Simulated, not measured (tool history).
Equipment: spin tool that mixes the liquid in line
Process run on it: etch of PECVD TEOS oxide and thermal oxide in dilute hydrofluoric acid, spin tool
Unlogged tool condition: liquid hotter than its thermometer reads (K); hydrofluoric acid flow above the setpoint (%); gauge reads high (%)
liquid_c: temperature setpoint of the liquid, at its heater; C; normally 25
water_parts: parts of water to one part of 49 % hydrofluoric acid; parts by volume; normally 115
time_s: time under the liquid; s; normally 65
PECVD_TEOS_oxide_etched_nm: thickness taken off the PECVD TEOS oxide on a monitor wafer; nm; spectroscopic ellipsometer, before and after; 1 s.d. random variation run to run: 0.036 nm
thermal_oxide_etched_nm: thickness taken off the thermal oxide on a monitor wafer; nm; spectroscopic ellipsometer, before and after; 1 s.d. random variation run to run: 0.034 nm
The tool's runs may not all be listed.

| run | hour | liquid_c | water_parts | time_s | wafers since the last listed run | hours since the thermometer was replaced | hours since the hydrofluoric acid flow meter was replaced | hours since the gauge calibration | read-back film thickness of the PECVD TEOS oxide reference wafer, read on the same gauge (nm) | read-back film thickness of the thermal oxide reference wafer, read on the same gauge (nm) | PECVD_TEOS_oxide_etched_nm | thermal_oxide_etched_nm |
|---|---|---|---|---|---|---|---|---|---|---|---|---|
| 1 | 0 | 25 | 115 | 65 | 0 | 2524.5 | 1472.3 | 86.6 | 69.97 | 139.97 | 6.59 | 2.967 |
| 2 | 21.5 | 25 | 115 | 65 | 307 | 2546 | 1493.8 | 108.1 | 69.98 | 140.006 | 6.57 | 2.91 |
| 3 | 48.2 | 25 | 115 | 65 | 381 | 2572.7 | 1520.5 | 134.8 | 69.98 | 139.969 | 6.61 | 2.893 |
| 4 | 73.6 | 25 | 160 | 65 | 363 | 2598.1 | 1545.9 | 160.2 | 70.02 | 140.007 | 4.48 | 2.006 |
| 5 | 86.4 | 21 | 115 | 65 | 183 | 2610.9 | 1558.7 | 173 | 70.02 | 140.032 | 5.59 | 2.548 |
| 6 | 115.6 | 21 | 115 | 65 | 417 | 2640.1 | 1587.9 | 202.2 | 70 | 140.002 | 5.66 | 2.523 |
| 7 | 131.1 | 21 | 115 | 65 | 221 | 2655.6 | 1603.4 | 217.7 | 69.98 | 140.01 | 5.64 | 2.492 |
|  | 132.5 | hydrofluoric acid flow meter replaced |
| 8 | 151.2 | 25 | 115 | 45 | 273 | 2675.7 | 18.7 | 237.8 | 70.01 | 139.999 | 4.12 | 1.787 |
| 9 | 186.6 | 20.5 | 145 | 65 | 506 | 2711.1 | 54.1 | 273.2 | 69.97 | 139.984 | 3.79 | 1.706 |
| 10 | 201.2 | 25 | 115 | 65 | 208 | 2725.7 | 68.7 | 287.8 | 70.02 | 139.99 | 5.94 | 2.643 |
| 11 | 214.2 | 25 | 115 | 95 | 185 | 2738.7 | 81.7 | 300.8 | 70 | 139.972 | 8.66 | 3.805 |
| 12 | 248.9 | 25 | 60 | 50 | 496 | 2773.4 | 116.4 | 335.5 | 70.01 | 140.018 | 9.46 | 4.197 |
| 13 | 278.2 | 21.5 | 160 | 30 | 419 | 2802.7 | 145.7 | 364.8 | 69.97 | 140.02 | 1.62 | 0.727 |
|  | 283.9 | thermometer replaced |
|  | 294.3 | gauge calibrated |
| 14 | 301 | 28 | 95 | 55 | 311 | 17.1 | 168.5 | 6.7 | 69.97 | 139.968 | 7.04 | 3.139 |
| 15 | 317.8 | 25 | 115 | 65 | 240 | 33.9 | 185.3 | 23.5 | 70.04 | 139.982 | 5.98 | 2.6 |
| 16 | 350.6 | 25 | 115 | 65 | 469 | 66.7 | 218.1 | 56.3 | 69.98 | 140.003 | 6.03 | 2.664 |
| 17 | 368.8 | 27.5 | 85 | 30 | 260 | 84.9 | 236.3 | 74.5 | 69.99 | 139.993 | 4.26 | 1.914 |

For each run, the measured value with the value that run would have given without the tool's hidden condition subtracted. The run-to-run variation is shared by both, the gauge scatter possibly not:
| run | PECVD_TEOS_oxide_etched_nm | thermal_oxide_etched_nm |
|---|---|---|
| 1 | +0.76 | +0.344 |
| 2 | +0.77 | +0.342 |
| 3 | +0.79 | +0.345 |
| 4 | +0.56 | +0.251 |
| 5 | +0.67 | +0.307 |
| 6 | +0.7 | +0.309 |
| 7 | +0.7 | +0.307 |
| 8 | +0.08 | +0.031 |
| 9 | +0.08 | +0.035 |
| 10 | +0.13 | +0.057 |
| 11 | +0.19 | +0.086 |
| 12 | +0.23 | +0.1 |
| 13 | +0.04 | +0.02 |
| 14 | +0.2 | +0.092 |
| 15 | +0.18 | +0.08 |
| 16 | +0.21 | +0.089 |
| 17 | +0.14 | +0.065 |

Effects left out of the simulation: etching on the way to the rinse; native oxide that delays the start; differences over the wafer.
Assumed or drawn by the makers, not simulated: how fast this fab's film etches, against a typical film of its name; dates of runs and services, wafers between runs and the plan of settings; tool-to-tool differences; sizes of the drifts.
